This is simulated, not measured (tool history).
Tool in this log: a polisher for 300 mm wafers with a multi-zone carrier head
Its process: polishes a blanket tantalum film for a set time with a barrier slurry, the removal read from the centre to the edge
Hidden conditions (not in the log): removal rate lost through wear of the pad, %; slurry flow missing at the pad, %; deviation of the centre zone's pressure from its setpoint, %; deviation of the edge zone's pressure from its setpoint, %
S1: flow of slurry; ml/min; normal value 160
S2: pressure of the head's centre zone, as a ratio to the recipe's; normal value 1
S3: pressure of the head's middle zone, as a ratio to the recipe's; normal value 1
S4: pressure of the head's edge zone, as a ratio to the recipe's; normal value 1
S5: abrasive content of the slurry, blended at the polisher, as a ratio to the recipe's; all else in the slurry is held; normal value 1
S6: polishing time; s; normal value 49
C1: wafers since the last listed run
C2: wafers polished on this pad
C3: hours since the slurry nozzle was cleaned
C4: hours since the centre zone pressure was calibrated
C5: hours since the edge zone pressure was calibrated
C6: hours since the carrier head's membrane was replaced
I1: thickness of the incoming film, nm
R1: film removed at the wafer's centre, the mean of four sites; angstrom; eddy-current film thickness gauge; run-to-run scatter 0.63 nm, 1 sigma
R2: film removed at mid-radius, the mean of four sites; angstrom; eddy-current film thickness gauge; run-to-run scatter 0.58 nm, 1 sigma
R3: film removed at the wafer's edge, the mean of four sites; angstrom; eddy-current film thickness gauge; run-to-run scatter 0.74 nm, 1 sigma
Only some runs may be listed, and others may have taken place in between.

| run | hour | S1 | S2 | S3 | S4 | S5 | S6 | C1 | C2 | C3 | C4 | C5 | C6 | I1 | R1 | R2 | R3 |
|---|---|---|---|---|---|---|---|---|---|---|---|---|---|---|---|---|---|
| 1 | 0 | 160 | 1 | 1 | 1 | 1 | 49 | 0 | 219 | 30.7 | 601.5 | 252 | 548.2 | 198.6 | 750 | 776 | 745 |
| 2 | 16.7 | 160 | 1 | 1 | 1 | 1 | 49 | 258 | 478 | 47.4 | 618.2 | 268.7 | 564.9 | 198.7 | 745 | 772 | 740 |
| 3 | 39.7 | 160 | 1 | 1 | 1 | 1 | 49 | 356 | 834 | 70.4 | 641.2 | 291.7 | 587.9 | 200.5 | 754 | 789 | 742 |
| 4 | 53.2 | 160 | 1 | 1 | 1 | 1 | 49 | 209 | 1043 | 83.9 | 654.7 | 305.2 | 601.4 | 200.6 | 748 | 772 | 727 |
| 5 | 78.6 | 160 | 1 | 1 | 1 | 1 | 49 | 393 | 1437 | 109.3 | 680.1 | 330.6 | 626.8 | 198.7 | 751 | 776 | 734 |
|  | 98.6 | worn pad replaced by a new one |
| 6 | 113.2 | 160 | 1 | 1 | 1 | 1 | 49 | 474 | 226 | 143.9 | 714.7 | 365.2 | 661.4 | 199.9 | 746 | 778 | 737 |
| 7 | 148.8 | 160 | 1 | 1 | 1 | 1.2 | 49 | 551 | 777 | 179.5 | 750.3 | 400.8 | 697 | 201.4 | 778 | 807 | 761 |
| 8 | 166 | 160 | 1 | 1 | 1 | 1.2 | 49 | 266 | 1044 | 196.7 | 767.5 | 418 | 714.2 | 200.3 | 769 | 800 | 769 |
| 9 | 200.7 | 160 | 1 | 1 | 0.97 | 1 | 49 | 537 | 1582 | 231.4 | 802.2 | 452.7 | 748.9 | 200.5 | 745 | 776 | 737 |
|  | 205.4 | worn pad replaced by a new one |
|  | 222 | edge zone pressure recalibrated |
| 10 | 222.5 | 160 | 1.04 | 1 | 1 | 1 | 49 | 244 | 233 | 253.2 | 824 | 0.5 | 770.7 | 197.6 | 766 | 774 | 728 |
| 11 | 233.8 | 160 | 1 | 1 | 1 | 1 | 49 | 175 | 409 | 264.5 | 835.3 | 11.8 | 782 | 200.6 | 744 | 780 | 731 |
| 12 | 256.3 | 120 | 1 | 1 | 1 | 1 | 49 | 348 | 757 | 287 | 857.8 | 34.3 | 804.5 | 201.6 | 706 | 728 | 697 |
|  | 261.6 | slurry nozzle cleaned |
| 13 | 279.7 | 160 | 0.92 | 0.93 | 1.07 | 1 | 56 | 347 | 1104 | 18.1 | 881.2 | 57.7 | 827.9 | 197 | 780 | 837 | 852 |
| 14 | 294.2 | 160 | 0.9 | 1 | 1 | 1.15 | 39 | 224 | 1329 | 32.6 | 895.7 | 72.2 | 842.4 | 202.6 | 545 | 634 | 607 |
|  | 307.5 | centre zone pressure recalibrated |
|  | 328.8 | carrier head's membrane replaced by a new one |
| 15 | 329.3 | 160 | 0.95 | 1 | 1 | 1 | 43 | 435 | 1765 | 67.7 | 21.8 | 107.3 | 0.5 | 204.1 | 628 | 672 | 648 |
|  | 339.7 | worn pad replaced by a new one |
| 16 | 340.2 | 110 | 1.08 | 1 | 1 | 1 | 49 | 106 | 7 | 78.6 | 32.7 | 118.2 | 11.4 | 201.9 | 750 | 726 | 694 |
| 17 | 364.7 | 160 | 1 | 1 | 1 | 1 | 49 | 379 | 387 | 103.1 | 57.2 | 142.7 | 35.9 | 202.8 | 748 | 776 | 737 |
| 18 | 391.9 | 135 | 0.91 | 0.95 | 1 | 1 | 49 | 421 | 808 | 130.3 | 84.4 | 169.9 | 63.1 | 200.6 | 653 | 727 | 722 |
| 19 | 421.3 | 160 | 1.07 | 1.05 | 1 | 0.9 | 53 | 455 | 1264 | 159.7 | 113.8 | 199.3 | 92.5 | 198.6 | 848 | 841 | 789 |
| 20 | 442 | 160 | 1 | 1 | 1 | 1 | 49 | 320 | 1585 | 180.4 | 134.5 | 220 | 113.2 | 203.7 | 751 | 761 | 733 |

Run 21 comes next. What will it give?
|  | 460.6 | worn pad replaced by a new one |
| 21 | 473.4 | 160 | 1 | 1 | 1 | 1 | 49 | 424 | 198 | 211.8 | 165.9 | 251.4 | 144.6 | 204 | ? | ? | ? |

Run 21 came out at R1 747 angstrom, R2 776 angstrom, R3 751 angstrom.
On a tool with no hidden condition, and with the same random variation, this run would have come out at R1 747 angstrom, R2 776 angstrom, R3 751 angstrom.
